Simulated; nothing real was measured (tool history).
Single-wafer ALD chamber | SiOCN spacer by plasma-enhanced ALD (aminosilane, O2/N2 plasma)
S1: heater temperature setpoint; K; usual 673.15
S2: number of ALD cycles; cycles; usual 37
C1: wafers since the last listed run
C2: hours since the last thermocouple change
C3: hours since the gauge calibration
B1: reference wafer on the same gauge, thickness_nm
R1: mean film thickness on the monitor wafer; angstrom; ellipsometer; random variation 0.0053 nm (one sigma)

| run | hour | S1 | S2 | C1 | C2 | C3 | B1 | R1 |
|---|---|---|---|---|---|---|---|---|
| 1 | 0.0 | 680.15 | 39 | 0 | 1683.1 | 1078.2 | 2.431 | 22.08 |
| 2 | 24.5 | 680.15 | 39 | 104 | 1707.6 | 1102.7 | 2.430 | 22.14 |
| 3 | 49.4 | 680.15 | 39 | 106 | 1732.5 | 1127.6 | 2.436 | 22.12 |
| 4 | 95.2 | 683.15 | 37 | 195 | 1778.3 | 1173.4 | 2.435 | 20.82 |
| 5 | 123.0 | 683.15 | 37 | 118 | 1806.1 | 1201.2 | 2.434 | 20.87 |
| 6 | 164.3 | 673.15 | 41 | 176 | 1847.4 | 1242.5 | 2.439 | 23.72 |
| 7 | 204.9 | 673.15 | 41 | 173 | 1888.0 | 1283.1 | 2.442 | 23.70 |
| 8 | 254.3 | 673.15 | 41 | 211 | 1937.4 | 1332.5 | 2.441 | 23.89 |
| 9 | 294.9 | 663.15 | 35 | 173 | 1978.0 | 1373.1 | 2.444 | 20.30 |
| 10 | 360.5 | 663.15 | 35 | 280 | 2043.6 | 1438.7 | 2.446 | 20.38 |
| 11 | 399.8 | 673.15 | 37 | 168 | 2082.9 | 1478.0 | 2.450 | 21.52 |
| 12 | 440.6 | 673.15 | 37 | 174 | 2123.7 | 1518.8 | 2.450 | 21.55 |
| 13 | 490.0 | 673.15 | 37 | 211 | 2173.1 | 1568.2 | 2.453 | 21.64 |
| 14 | 525.0 | 673.15 | 37 | 149 | 2208.1 | 1603.2 | 2.454 | 21.53 |
|  | 543.8 | gauge calibrated |
| 15 | 569.7 | 680.15 | 39 | 191 | 2252.8 | 25.9 | 2.410 | 22.02 |
| 16 | 606.6 | 673.15 | 41 | 157 | 2289.7 | 62.8 | 2.408 | 23.47 |
| 17 | 678.3 | 666.15 | 35 | 306 | 2361.4 | 134.5 | 2.408 | 20.02 |
| 18 | 713.2 | 661.15 | 43 | 149 | 2396.3 | 169.4 | 2.408 | 24.65 |
| 19 | 777.5 | 682.15 | 31 | 274 | 2460.6 | 233.7 | 2.410 | 17.37 |
| 20 | 838.9 | 683.15 | 31 | 262 | 2522.0 | 295.1 | 2.410 | 17.32 |
| 21 | 892.1 | 660.15 | 35 | 227 | 2575.2 | 348.3 | 2.411 | 20.04 |
|  | 960.5 | thermocouple changed; heater temperature recalibrated |
| 22 | 961.0 | 673.15 | 37 | 260 | 0.5 | 417.2 | 2.413 | 21.17 |
| 23 | 1002.4 | 673.15 | 37 | 177 | 41.9 | 458.6 | 2.412 | 21.27 |
| 24 | 1041.0 | 659.15 | 41 | 165 | 80.5 | 497.2 | 2.414 | 23.62 |
| 25 | 1076.1 | 684.15 | 44 | 150 | 115.6 | 532.3 | 2.414 | 24.63 |
| 26 | 1286.2 | 673.15 | 37 | 898 | 325.7 | 742.4 | 2.419 | 21.27 |
| 27 | 1346.6 | 659.15 | 31 | 258 | 386.1 | 802.8 | 2.421 | 17.79 |
| 28 | 1386.0 | 673.15 | 35 | 168 | 425.5 | 842.2 | 2.421 | 20.17 |

The tool's hidden state at each run:
wafer temperature above the value expected at the setpoint (K): 0 in every run
H1: gauge reads high (%)
| run | H1 |
|---|---|
| 1 | 0.874 |
| 2 | 0.913 |
| 3 | 0.953 |
| 4 | 1.03 |
| 5 | 1.08 |
| 6 | 1.15 |
| 7 | 1.23 |
| 8 | 1.32 |
| 9 | 1.4 |
| 10 | 1.53 |
| 11 | 1.62 |
| 12 | 1.71 |
| 13 | 1.82 |
| 14 | 1.9 |
| 15 | -0.00709 |
| 16 | -0.00472 |
| 17 | 0.00557 |
| 18 | 0.0133 |
| 19 | 0.0321 |
| 20 | 0.0557 |
| 21 | 0.0806 |
| 22 | 0.119 |
| 23 | 0.145 |
| 24 | 0.172 |
| 25 | 0.198 |
| 26 | 0.393 |
| 27 | 0.461 |
| 28 | 0.508 |
